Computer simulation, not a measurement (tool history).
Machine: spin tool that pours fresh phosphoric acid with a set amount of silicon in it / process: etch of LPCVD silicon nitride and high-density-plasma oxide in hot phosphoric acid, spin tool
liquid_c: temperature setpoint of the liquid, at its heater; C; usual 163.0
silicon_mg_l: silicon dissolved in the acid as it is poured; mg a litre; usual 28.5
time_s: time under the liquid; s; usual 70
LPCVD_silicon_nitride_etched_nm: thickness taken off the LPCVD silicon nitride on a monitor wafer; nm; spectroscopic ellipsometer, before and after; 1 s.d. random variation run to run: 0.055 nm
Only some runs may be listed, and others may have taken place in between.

| run | hour | liquid_c | silicon_mg_l | time_s | wafers since the last listed run | hours since the thermometer was replaced | hours since the dissolved silicon flow meter was replaced | hours since the heated supply line was repaired | hours since the gauge calibration | read-back film thickness of the LPCVD silicon nitride reference wafer, read on the same gauge (nm) | LPCVD_silicon_nitride_etched_nm |
|---|---|---|---|---|---|---|---|---|---|---|---|
| 1 | 0.0 | 163.0 | 28.5 | 100 | 0 | 684.9 | 570.3 | 1006.0 | 34.0 | 140.01 | 8.51 |
| 2 | 65.0 | 163.0 | 28.5 | 100 | 940 | 749.9 | 635.3 | 1071.0 | 99.0 | 140.01 | 8.43 |
| 3 | 159.6 | 163.0 | 28.5 | 70 | 1368 | 844.5 | 729.9 | 1165.6 | 193.6 | 140.01 | 5.89 |
| 4 | 220.7 | 162.0 | 28.5 | 70 | 883 | 905.6 | 791.0 | 1226.7 | 254.7 | 140.02 | 5.65 |
| 5 | 308.1 | 161.5 | 28.5 | 90 | 1264 | 993.0 | 878.4 | 1314.1 | 342.1 | 140.01 | 7.00 |
|  | 383.8 | thermometer replaced |
| 6 | 397.9 | 162.0 | 17.5 | 95 | 1284 | 14.1 | 968.2 | 1403.9 | 431.9 | 140.03 | 8.07 |
| 7 | 543.8 | 160.5 | 42.5 | 95 | 2110 | 160.0 | 1114.1 | 1549.8 | 577.8 | 140.00 | 7.63 |
| 8 | 623.3 | 161.5 | 28.5 | 90 | 1150 | 239.5 | 1193.6 | 1629.3 | 657.3 | 140.00 | 7.33 |
| 9 | 697.5 | 163.0 | 15.5 | 35 | 1073 | 313.7 | 1267.8 | 1703.5 | 731.5 | 139.98 | 3.00 |
| 10 | 804.3 | 161.0 | 20.0 | 45 | 1545 | 420.5 | 1374.6 | 1810.3 | 838.3 | 140.03 | 3.53 |
| 11 | 869.9 | 163.0 | 28.5 | 70 | 949 | 486.1 | 1440.2 | 1875.9 | 903.9 | 139.99 | 5.82 |
| 12 | 928.9 | 161.5 | 42.5 | 70 | 853 | 545.1 | 1499.2 | 1934.9 | 962.9 | 140.00 | 5.60 |
| 13 | 1034.7 | 163.0 | 20.0 | 70 | 1530 | 650.9 | 1605.0 | 2040.7 | 1068.7 | 140.03 | 5.77 |
|  | 1073.7 | heated supply line repaired |
| 14 | 1128.0 | 160.5 | 43.5 | 110 | 1335 | 744.2 | 1698.3 | 54.3 | 1162.0 | 140.00 | 8.84 |
| 15 | 1206.5 | 161.5 | 9.5 | 110 | 1135 | 822.7 | 1776.8 | 132.8 | 1240.5 | 140.02 | 9.01 |
|  | 1216.1 | dissolved silicon flow meter replaced |
| 16 | 1293.8 | 163.0 | 28.5 | 70 | 1248 | 910.0 | 77.7 | 220.1 | 1327.8 | 139.96 | 6.02 |
| 17 | 1337.6 | 164.5 | 28.5 | 30 | 633 | 953.8 | 121.5 | 263.9 | 1371.6 | 140.03 | 2.65 |
|  | 1442.9 | thermometer replaced |
| 18 | 1444.8 | 163.0 | 28.5 | 70 | 1536 | 1.9 | 228.7 | 371.1 | 1478.8 | 140.02 | 6.36 |
| 19 | 1734.0 | 161.0 | 17.5 | 55 | 4184 | 291.1 | 517.9 | 660.3 | 1768.0 | 139.99 | 4.49 |
| 20 | 1807.6 | 160.0 | 12.0 | 50 | 1064 | 364.7 | 591.5 | 733.9 | 1841.6 | 139.97 | 3.89 |
| 21 | 1904.2 | 163.0 | 28.5 | 30 | 1397 | 461.3 | 688.1 | 830.5 | 1938.2 | 140.02 | 2.58 |

Below are 4 alternative next runs, each starting from the tool's condition after run 21. Predict each:
| A | 1904.6 | 163.0 | 7.0 | 70 | 5 | 461.7 | 688.5 | 830.9 | 1938.6 | ? | ? |
| B | 1904.6 | 161.5 | 39.0 | 100 | 5 | 461.7 | 688.5 | 830.9 | 1938.6 | ? | ? |
| C | 1904.6 | 160.5 | 22.5 | 95 | 5 | 461.7 | 688.5 | 830.9 | 1938.6 | ? | ? |
| D | 1904.6 | 163.0 | 28.5 | 95 | 5 | 461.7 | 688.5 | 830.9 | 1938.6 | ? | ? |

| run | read-back film thickness of the LPCVD silicon nitride reference wafer, read on the same gauge (nm) | LPCVD_silicon_nitride_etched_nm |
|---|---|---|
| A | 140.00 | 6.01 |
| B | 140.00 | 8.16 |
| C | 140.00 | 7.49 |
| D | 140.00 | 8.15 |
The same runs, with their run-to-run variation unchanged, on a tool lacking any hidden condition would have given:
| run | LPCVD_silicon_nitride_etched_nm |
|---|---|
| A | 6.58 |
| B | 8.94 |
| C | 8.21 |
| D | 8.93 |

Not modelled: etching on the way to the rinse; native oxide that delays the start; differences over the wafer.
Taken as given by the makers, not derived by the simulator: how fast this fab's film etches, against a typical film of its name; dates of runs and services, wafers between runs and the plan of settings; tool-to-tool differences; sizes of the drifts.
